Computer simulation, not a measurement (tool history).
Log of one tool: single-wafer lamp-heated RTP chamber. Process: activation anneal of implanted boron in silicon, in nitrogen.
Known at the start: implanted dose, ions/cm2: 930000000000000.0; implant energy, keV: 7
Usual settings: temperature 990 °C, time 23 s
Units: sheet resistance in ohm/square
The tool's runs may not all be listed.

| run | hour | temperature | time | read-back reference wafer on the same gauge, sheet resistance | sheet resistance |
|---|---|---|---|---|---|
| 1 | 0.0 | 990 | 23 | 156.91 | 149.22 |
| 2 | 27.9 | 990 | 23 | 157.04 | 148.76 |
| 3 | 36.1 | 990 | 23 | 156.94 | 149.44 |
| 4 | 53.3 | 990 | 23 | 156.90 | 148.75 |
| 5 | 62.1 | 990 | 23 | 156.96 | 148.49 |
| 6 | 70.9 | 990 | 32 | 157.14 | 146.38 |
| 7 | 80.8 | 990 | 32 | 157.15 | 146.35 |
| 8 | 91.3 | 990 | 32 | 157.05 | 145.72 |
| 9 | 106.8 | 1003 | 23 | 156.90 | 143.55 |
| 10 | 113.9 | 1003 | 23 | 157.01 | 143.94 |
|  | 116.5 | gauge calibrated |
| 11 | 120.4 | 971 | 23 | 157.09 | 158.91 |
| 12 | 129.5 | 971 | 23 | 157.18 | 159.03 |
| 13 | 137.9 | 972 | 23 | 156.97 | 157.85 |
| 14 | 153.3 | 1007 | 27 | 157.02 | 141.19 |
|  | 177.4 | reflector plate cleaned |
| 15 | 177.9 | 962 | 12 | 157.07 | 175.71 |
| 16 | 181.6 | 963 | 23 | 156.86 | 165.59 |
| 17 | 193.2 | 970 | 11 | 157.16 | 168.28 |
|  | 204.7 | pyrometer window cleaned and pyrometer calibrated |
| 18 | 205.2 | 990 | 32 | 157.03 | 150.04 |
| 19 | 210.2 | 982 | 28 | 157.03 | 156.11 |
| 20 | 224.2 | 990 | 32 | 157.06 | 150.24 |
| 21 | 233.3 | 971 | 23 | 156.94 | 166.96 |
| 22 | 247.6 | 1005 | 14 | 156.95 | 150.23 |
| 23 | 255.6 | 1013 | 34 | 156.87 | 141.00 |
| 24 | 262.3 | 965 | 31 | 157.08 | 169.86 |
| 25 | 280.3 | 965 | 29 | 157.03 | 169.82 |
| 26 | 291.9 | 1010 | 28 | 157.02 | 143.00 |

The tool's hidden state at each run:
wafer temperature error from the tarnished reflector plate, K: 0 in every run
gauge reads high (%): 0 in every run
H1: true wafer temperature minus pyrometer reading, K
| run | H1 |
|---|---|
| 1 | 8.11 |
| 2 | 8.5 |
| 3 | 8.62 |
| 4 | 8.86 |
| 5 | 8.99 |
| 6 | 9.11 |
| 7 | 9.25 |
| 8 | 9.4 |
| 9 | 9.61 |
| 10 | 9.71 |
| 11 | 9.81 |
| 12 | 9.93 |
| 13 | 10.1 |
| 14 | 10.3 |
| 15 | 10.6 |
| 16 | 10.7 |
| 17 | 10.8 |
| 18 | 0.069 |
| 19 | 0.139 |
| 20 | 0.336 |
| 21 | 0.464 |
| 22 | 0.666 |
| 23 | 0.778 |
| 24 | 0.873 |
| 25 | 1.13 |
| 26 | 1.29 |

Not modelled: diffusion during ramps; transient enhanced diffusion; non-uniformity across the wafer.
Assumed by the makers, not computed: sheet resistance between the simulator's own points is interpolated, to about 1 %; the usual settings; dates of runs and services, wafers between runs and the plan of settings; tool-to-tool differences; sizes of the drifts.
